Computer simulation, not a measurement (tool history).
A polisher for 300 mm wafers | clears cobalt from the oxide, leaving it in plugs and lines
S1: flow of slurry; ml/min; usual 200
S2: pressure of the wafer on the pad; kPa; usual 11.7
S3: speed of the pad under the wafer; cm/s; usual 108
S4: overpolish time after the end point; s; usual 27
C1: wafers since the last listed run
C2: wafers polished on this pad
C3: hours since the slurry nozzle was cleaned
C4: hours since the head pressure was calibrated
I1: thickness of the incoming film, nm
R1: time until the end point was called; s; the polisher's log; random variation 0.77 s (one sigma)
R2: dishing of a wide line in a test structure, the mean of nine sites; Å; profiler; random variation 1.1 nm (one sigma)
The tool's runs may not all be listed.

{"run": 1, "day": 0.0, "S1": 200, "S2": 11.7, "S3": 108, "S4": 27, "C1": 0, "C2": 1214, "C3": 854.0, "C4": 730.8, "I1": 255.6, "R1": 64.4, "R2": 448}
{"run": 2, "day": 0.392, "S1": 200, "S2": 11.7, "S3": 108, "S4": 27, "C1": 83, "C2": 1297, "C3": 863.4, "C4": 740.2, "I1": 260.6, "R1": 65.7, "R2": 452}
{"run": 3, "day": 0.729, "S1": 200, "S2": 11.7, "S3": 108, "S4": 27, "C1": 71, "C2": 1369, "C3": 871.5, "C4": 748.3, "I1": 260.9, "R1": 65.5, "R2": 443}
{"run": 4, "day": 1.308, "S1": 200, "S2": 11.7, "S3": 108, "S4": 27, "C1": 122, "C2": 1492, "C3": 885.4, "C4": 762.2, "I1": 264.2, "R1": 66.3, "R2": 460}
{"day": 1.846, "done": "worn pad replaced by a new one"}
{"run": 5, "day": 1.867, "S1": 200, "S2": 11.7, "S3": 108, "S4": 27, "C1": 83, "C2": 4, "C3": 898.8, "C4": 775.6, "I1": 259.6, "R1": 59.4, "R2": 464}
{"run": 6, "day": 2.392, "S1": 200, "S2": 11.7, "S3": 108, "S4": 27, "C1": 111, "C2": 115, "C3": 911.4, "C4": 788.2, "I1": 260.1, "R1": 58.3, "R2": 482}
{"run": 7, "day": 2.996, "S1": 200, "S2": 11.7, "S3": 108, "S4": 27, "C1": 128, "C2": 243, "C3": 925.9, "C4": 802.7, "I1": 258.8, "R1": 59.3, "R2": 499}
{"run": 8, "day": 3.629, "S1": 200, "S2": 11.7, "S3": 108, "S4": 27, "C1": 134, "C2": 377, "C3": 941.1, "C4": 817.9, "I1": 258.9, "R1": 59.8, "R2": 469}
{"run": 9, "day": 4.275, "S1": 200, "S2": 11.7, "S3": 108, "S4": 27, "C1": 136, "C2": 514, "C3": 956.6, "C4": 833.4, "I1": 260.3, "R1": 61.1, "R2": 463}
{"run": 10, "day": 4.575, "S1": 200, "S2": 11.7, "S3": 108, "S4": 37, "C1": 63, "C2": 578, "C3": 963.8, "C4": 840.6, "I1": 259.2, "R1": 61.4, "R2": 515}
{"run": 11, "day": 5.179, "S1": 200, "S2": 11.7, "S3": 108, "S4": 37, "C1": 128, "C2": 706, "C3": 978.3, "C4": 855.1, "I1": 264.3, "R1": 63.3, "R2": 520}

Run 12 comes next. What will it give?
{"day": 5.483, "done": "head pressure recalibrated"}
{"run": 12, "day": 5.792, "S1": 255, "S2": 11.7, "S3": 120, "S4": 27, "C1": 112, "C2": 818, "C3": 993.0, "C4": 7.4, "I1": 261.5, "R1": "?", "R2": "?"}

Run 12 gave R1 53.2 s, R2 484 Å.
Without the tool's hidden state the same run would have given R1 49.4 s, R2 493 Å.
